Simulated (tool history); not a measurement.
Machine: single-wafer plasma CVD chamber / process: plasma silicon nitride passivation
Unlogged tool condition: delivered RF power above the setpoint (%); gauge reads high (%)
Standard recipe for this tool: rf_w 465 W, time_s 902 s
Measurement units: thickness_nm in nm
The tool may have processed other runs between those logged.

run	hour	rf_w	time_s	wafers since the last listed run	hours since the last RF generator calibration	hours since the showerhead was replaced	hours since the gauge calibration	read-back reference wafer on the same gauge, thickness_nm	thickness_nm
1	0	465	902	0	2397.2	4369.9	104.4	1312.112	1319.412
2	7.5	465	902	13	2404.7	4377.4	111.9	1312.719	1317.921
3	20.8	465	902	24	2418	4390.7	125.2	1311.518	1316.032
4	34.9	525	902	26	2432.1	4404.8	139.3	1311.022	1353.955
5	52.5	515	975	32	2449.7	4422.4	156.9	1310.238	1455.725
6	68.3	465	902	29	2465.5	4438.2	172.7	1309.198	1313.154
7	86.1	465	902	32	2483.3	4456	190.5	1309.37	1314.917
8	95.9	465	902	18	2493.1	4465.8	200.3	1308.815	1314.758
9	102.1	430	960	11	2499.3	4472	206.5	1308.11	1373.831
10	117.5	430	960	28	2514.7	4487.4	221.9	1306.082	1372.254
11	135.3	465	902	32	2532.5	4505.2	239.7	1305.116	1312.359
12	141.4	465	902	11	2538.6	4511.3	245.8	1306.076	1313.422
13	159	465	902	32	2556.2	4528.9	263.4	1305.05	1312.542
14	172.9	420	980	25	2570.1	4542.8	277.3	1304.128	1392.507
15	181.7	385	1021	16	2578.9	4551.6	286.1	1304.221	1425.394
16	190.5	390	1024	16	2587.7	4560.4	294.9	1303.133	1433.027
17	202.6	465	902	22	2599.8	4572.5	307	1302.55	1306.25
# hour 213.9: showerhead replaced
18	214.4	465	1013	7	2611.6	0.5	318.8	1301.372	1469.044
19	227.2	420	980	23	2624.4	13.3	331.6	1301.874	1390.668
# hour 230.7: gauge calibrated
20	241.2	515	959	25	2638.4	27.3	10.5	1321.943	1442.485
21	251.4	465	902	18	2648.6	37.5	20.7	1320.019	1329.516
# hour 269.6: RF generator calibrated
22	270.1	465	902	19	0.5	56.2	39.4	1319.07	1331.299
23	283.8	385	1036	25	14.2	69.9	53.1	1318.921	1464.972
24	295.2	555	1030	21	25.6	81.3	64.5	1318.579	1575.552
25	310	465	1053	27	40.4	96.1	79.3	1318.312	1543.154
26	321.3	465	986	20	51.7	107.4	90.6	1318.347	1447.492
27	369.1	420	838	88	99.5	155.2	138.4	1315.8	1201.833

Forecast each of these 4 alternatives for the next run:
A	369.8	465	1034	1	100.2	155.9	139.1	?	?
B	369.8	530	1027	1	100.2	155.9	139.1	?	?
C	369.8	425	902	1	100.2	155.9	139.1	?	?
D	369.8	430	1008	1	100.2	155.9	139.1	?	?

run	read-back reference wafer on the same gauge, thickness_nm	thickness_nm
A	1315.672	1514.737
B	1315.672	1549.454
C	1315.672	1295.622
D	1315.672	1451.548
The same runs, with their run-to-run variation unchanged, on a tool lacking any hidden condition would have given:
run	thickness_nm
A	1520.567
B	1555.417
C	1300.608
D	1457.134

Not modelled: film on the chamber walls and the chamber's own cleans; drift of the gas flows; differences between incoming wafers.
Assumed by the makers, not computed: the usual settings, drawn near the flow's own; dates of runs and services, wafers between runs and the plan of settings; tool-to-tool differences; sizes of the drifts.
